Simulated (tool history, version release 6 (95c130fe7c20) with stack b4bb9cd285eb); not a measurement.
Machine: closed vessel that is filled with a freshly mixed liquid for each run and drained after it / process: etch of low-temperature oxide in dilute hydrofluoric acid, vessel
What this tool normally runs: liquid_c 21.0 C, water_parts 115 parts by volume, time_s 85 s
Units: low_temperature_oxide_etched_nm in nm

| run | hour | liquid_c | water_parts | time_s | read-back film thickness of the low-temperature oxide reference wafer, read on the same gauge (nm) | low_temperature_oxide_etched_nm |
|---|---|---|---|---|---|---|
| 1 | 0.0 | 21.0 | 115 | 85 | 40.00 | 9.70 |
| 2 | 12.2 | 17.5 | 115 | 110 | 40.01 | 10.75 |
| 3 | 30.1 | 19.0 | 115 | 85 | 39.99 | 8.85 |
| 4 | 44.3 | 21.0 | 165 | 85 | 39.99 | 6.41 |
| 5 | 51.8 | 21.0 | 165 | 85 | 40.00 | 6.33 |
| 6 | 63.8 | 21.0 | 165 | 85 | 40.01 | 6.38 |
| 7 | 71.1 | 21.0 | 115 | 85 | 40.01 | 9.62 |
| 8 | 79.9 | 21.0 | 115 | 85 | 40.01 | 9.59 |
|  | 80.0 | gauge calibrated |
| 9 | 93.3 | 21.0 | 115 | 85 | 40.00 | 9.57 |
| 10 | 101.5 | 21.0 | 115 | 85 | 40.01 | 9.47 |
| 11 | 108.8 | 18.0 | 60 | 110 | 39.99 | 22.17 |
| 12 | 118.0 | 25.0 | 135 | 120 | 39.99 | 13.27 |
| 13 | 128.5 | 21.0 | 115 | 85 | 39.98 | 9.56 |
|  | 132.6 | hydrofluoric acid flow meter replaced |
| 14 | 142.8 | 21.0 | 115 | 85 | 40.00 | 9.49 |
| 15 | 151.1 | 21.0 | 115 | 110 | 39.99 | 12.36 |
|  | 153.9 | thermometer replaced |
| 16 | 168.0 | 21.0 | 75 | 85 | 40.02 | 16.75 |
| 17 | 175.8 | 26.0 | 115 | 85 | 40.01 | 12.70 |
| 18 | 184.4 | 21.0 | 115 | 65 | 40.01 | 7.98 |
| 19 | 200.1 | 21.0 | 115 | 85 | 40.01 | 10.32 |
|  | 210.5 | gauge calibrated |
| 20 | 212.2 | 21.0 | 115 | 55 | 39.99 | 6.69 |

Each row is a separate what-if for the run after 20, all from the same tool condition, not one after another. Results?
| A | 212.9 | 21.0 | 115 | 85 | ? | ? |
| B | 212.9 | 25.0 | 160 | 120 | ? | ? |
| C | 212.9 | 19.5 | 150 | 35 | ? | ? |

| run | read-back film thickness of the low-temperature oxide reference wafer, read on the same gauge (nm) | low_temperature_oxide_etched_nm |
|---|---|---|
| A | 40.00 | 10.46 |
| B | 40.00 | 11.80 |
| C | 40.00 | 3.00 |
What these runs would have given with no unlogged condition in the tool:
| run | low_temperature_oxide_etched_nm |
|---|---|
| A | 10.56 |
| B | 11.90 |
| C | 3.02 |
